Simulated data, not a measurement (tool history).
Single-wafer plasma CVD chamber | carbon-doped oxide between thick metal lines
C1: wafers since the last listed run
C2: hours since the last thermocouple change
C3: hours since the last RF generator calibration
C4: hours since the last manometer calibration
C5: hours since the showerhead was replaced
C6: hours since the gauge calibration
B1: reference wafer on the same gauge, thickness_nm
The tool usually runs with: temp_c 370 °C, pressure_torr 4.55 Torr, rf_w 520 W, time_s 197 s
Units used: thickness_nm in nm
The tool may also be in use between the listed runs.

run 1 day=0 | temp_c=370 pressure_torr=4.94 rf_w=520 time_s=197 | C1=0 C2=1810.8 C3=2092.8 C4=2449.1 C5=5399.1 C6=147 | B1=964.518 | thickness_nm=1001.638
run 2 day=0.362 | temp_c=370 pressure_torr=4.55 rf_w=585 time_s=197 | C1=51 C2=1819.5 C3=2101.5 C4=2457.8 C5=5407.8 C6=155.7 | B1=964.013 | thickness_nm=1059.266
-- day=0.529 gauge calibrated
run 3 day=1.038 | temp_c=370 pressure_torr=4.55 rf_w=585 time_s=197 | C1=95 C2=1835.7 C3=2117.7 C4=2474 C5=5424 C6=12.2 | B1=961.202 | thickness_nm=1054.931
run 4 day=1.712 | temp_c=370 pressure_torr=4.55 rf_w=520 time_s=197 | C1=95 C2=1851.9 C3=2133.9 C4=2490.2 C5=5440.2 C6=28.4 | B1=962.519 | thickness_nm=979.48
run 5 day=2.433 | temp_c=370 pressure_torr=4.55 rf_w=520 time_s=174 | C1=102 C2=1869.2 C3=2151.2 C4=2507.5 C5=5457.5 C6=45.7 | B1=963.11 | thickness_nm=871.095
-- day=2.946 thermocouple changed; heater temperature recalibrated
run 6 day=2.967 | temp_c=370 pressure_torr=4.55 rf_w=520 time_s=174 | C1=28 C2=0.5 C3=2164 C4=2520.3 C5=5470.3 C6=58.5 | B1=963.897 | thickness_nm=871.382
run 7 day=3.608 | temp_c=370 pressure_torr=4.55 rf_w=520 time_s=197 | C1=91 C2=15.9 C3=2179.4 C4=2535.7 C5=5485.7 C6=73.9 | B1=965.057 | thickness_nm=986.942
-- day=4.2 RF generator calibrated
run 8 day=4.221 | temp_c=370 pressure_torr=4.55 rf_w=520 time_s=197 | C1=39 C2=30.6 C3=0.5 C4=2550.4 C5=5500.4 C6=88.6 | B1=965.134 | thickness_nm=986.445
run 9 day=4.458 | temp_c=370 pressure_torr=4.55 rf_w=520 time_s=197 | C1=33 C2=36.3 C3=6.2 C4=2556.1 C5=5506.1 C6=94.3 | B1=965.122 | thickness_nm=985.14
run 10 day=4.846 | temp_c=363 pressure_torr=3.74 rf_w=610 time_s=213 | C1=54 C2=45.6 C3=15.5 C4=2565.4 C5=5515.4 C6=103.6 | B1=965.181 | thickness_nm=1142.078
-- day=5.746 showerhead replaced
run 11 day=5.767 | temp_c=365 pressure_torr=3.46 rf_w=520 time_s=186 | C1=83 C2=67.7 C3=37.6 C4=2587.5 C5=0.5 C6=125.7 | B1=965.148 | thickness_nm=890.944
run 12 day=5.971 | temp_c=370 pressure_torr=4.02 rf_w=455 time_s=197 | C1=28 C2=72.6 C3=42.5 C4=2592.4 C5=5.4 C6=130.6 | B1=965.341 | thickness_nm=883.25
-- day=6.371 capacitance manometer re-zeroed and calibrated
run 13 day=6.392 | temp_c=364 pressure_torr=5.15 rf_w=520 time_s=170 | C1=12 C2=82.7 C3=52.6 C4=0.5 C5=15.5 C6=140.7 | B1=966.299 | thickness_nm=883.612
-- day=6.646 gauge calibrated
run 14 day=6.954 | temp_c=370 pressure_torr=4.55 rf_w=520 time_s=197 | C1=79 C2=96.2 C3=66.1 C4=14 C5=29 C6=7.4 | B1=959.509 | thickness_nm=979.428
run 15 day=7.288 | temp_c=357 pressure_torr=4.55 rf_w=520 time_s=197 | C1=47 C2=104.2 C3=74.1 C4=22 C5=37 C6=15.4 | B1=959.922 | thickness_nm=1005.839
run 16 day=7.625 | temp_c=370 pressure_torr=4.55 rf_w=620 time_s=182 | C1=47 C2=112.3 C3=82.2 C4=30.1 C5=45.1 C6=23.5 | B1=961.476 | thickness_nm=1009.315
run 17 day=8.304 | temp_c=370 pressure_torr=4.55 rf_w=585 time_s=197 | C1=96 C2=128.6 C3=98.5 C4=46.4 C5=61.4 C6=39.8 | B1=962.465 | thickness_nm=1052.003
run 18 day=8.567 | temp_c=364 pressure_torr=4.55 rf_w=465 time_s=184 | C1=37 C2=134.9 C3=104.8 C4=52.7 C5=67.7 C6=46.1 | B1=962.531 | thickness_nm=865.851

Each row is a separate what-if for the run after 18, all from the same tool condition, not one after another. Results?
run A day=8.588 | temp_c=370 pressure_torr=4.55 rf_w=520 time_s=197 | C1=2 C2=135.4 C3=105.3 C4=53.2 C5=68.2 C6=46.6 | B1=? | thickness_nm=?
run B day=8.588 | temp_c=364 pressure_torr=4.55 rf_w=420 time_s=197 | C1=2 C2=135.4 C3=105.3 C4=53.2 C5=68.2 C6=46.6 | B1=? | thickness_nm=?
run C day=8.588 | temp_c=370 pressure_torr=5.39 rf_w=520 time_s=197 | C1=2 C2=135.4 C3=105.3 C4=53.2 C5=68.2 C6=46.6 | B1=? | thickness_nm=?
run D day=8.588 | temp_c=370 pressure_torr=4.06 rf_w=420 time_s=197 | C1=2 C2=135.4 C3=105.3 C4=53.2 C5=68.2 C6=46.6 | B1=? | thickness_nm=?
run E day=8.588 | temp_c=370 pressure_torr=4.55 rf_w=600 time_s=229 | C1=2 C2=135.4 C3=105.3 C4=53.2 C5=68.2 C6=46.6 | B1=? | thickness_nm=?

run=A B1=963.017 thickness_nm=984.498
run=B B1=963.017 thickness_nm=863.882
run=C B1=963.017 thickness_nm=1018.639
run=D B1=963.017 thickness_nm=833.467
run=E B1=963.017 thickness_nm=1247.516
Take away the tool's hidden state, keep each run's random variation, and the runs would have read:
run=A thickness_nm=981.102
run=B thickness_nm=860.903
run=C thickness_nm=1015.126
run=D thickness_nm=830.592
run=E thickness_nm=1243.213
